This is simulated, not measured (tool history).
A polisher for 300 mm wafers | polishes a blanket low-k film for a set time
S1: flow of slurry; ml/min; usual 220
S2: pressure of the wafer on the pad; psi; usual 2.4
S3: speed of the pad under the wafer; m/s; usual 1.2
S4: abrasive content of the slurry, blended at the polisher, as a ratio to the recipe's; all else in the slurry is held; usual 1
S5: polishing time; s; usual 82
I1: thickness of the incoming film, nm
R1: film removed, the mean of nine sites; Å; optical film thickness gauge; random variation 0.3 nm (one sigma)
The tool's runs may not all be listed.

run	hour	S1	S2	S3	S4	S5	I1	R1
1	0	220	2.4	1.2	1	82	706	427
2	7	220	2.4	1.2	1	82	718.1	432
3	15.5	220	2.4	1.2	1	82	710	426
# hour 28.9: worn pad replaced by a new one
4	29.4	220	3.1	1.42	1	82	711.6	649
5	44.4	220	2.4	1.2	1.15	82	713.6	465
# hour 59.7: conditioning disc replaced and pad reconditioned
6	60.2	220	3.2	1.2	0.7	82	710.8	521
7	65.8	220	2.4	1.2	1	82	716.2	443
# hour 84.2: slurry nozzle cleaned
# hour 101.9: slurry blender recalibrated
8	113.9	220	2.4	1.2	1	82	706.7	433
9	130.3	220	2.8	1.2	1	82	703.2	492
10	142.3	180	1.7	1.2	1	66	702.4	243
# hour 160.5: worn pad replaced by a new one
11	161	220	2.4	1.08	1.15	82	694.2	430
12	173.5	220	2.4	1	1	104	703.6	492
13	185.9	270	2.1	1.2	0.9	82	707.2	393
14	202.2	275	2.4	1.2	1	59	714.4	332
15	215.3	220	2.4	1.2	1	97	701.9	524
16	228.2	295	2.4	1.54	1	82	719.7	562
# hour 234: slurry blender recalibrated
17	236.1	220	2	1.34	1	74	709.4	368
18	253.7	155	2.8	1.56	1	67	714	474
19	261.7	220	2.1	1.2	0.85	110	710	487
20	274.5	265	2.4	1.2	1	82	717.5	427
# hour 291.1: worn pad replaced by a new one
21	291.6	280	2.4	1.44	0.7	82	722.3	481
22	298.4	220	2.4	1.2	1	82	698.8	447
23	310.7	220	2.4	1.2	0.75	82	700.6	411
24	336.8	220	2.4	1.2	1	82	709.1	441
25	343.7	265	3	1.2	1	56	717.5	377
26	357.7	250	2.4	1.44	1	55	702	347

Forecast each of these 4 alternatives for the next run:
A	358.2	220	2.9	1.2	1	82	713.9	?
B	358.2	160	1.9	1.2	1.2	82	713.9	?
C	358.2	220	2	1.2	1.2	82	713.9	?
D	358.2	220	2.4	1.2	1	92	713.9	?

run	R1
A	528
B	361
C	398
D	498
Without the tool's hidden state the same runs would have given:
run	R1
A	540
B	369
C	407
D	510

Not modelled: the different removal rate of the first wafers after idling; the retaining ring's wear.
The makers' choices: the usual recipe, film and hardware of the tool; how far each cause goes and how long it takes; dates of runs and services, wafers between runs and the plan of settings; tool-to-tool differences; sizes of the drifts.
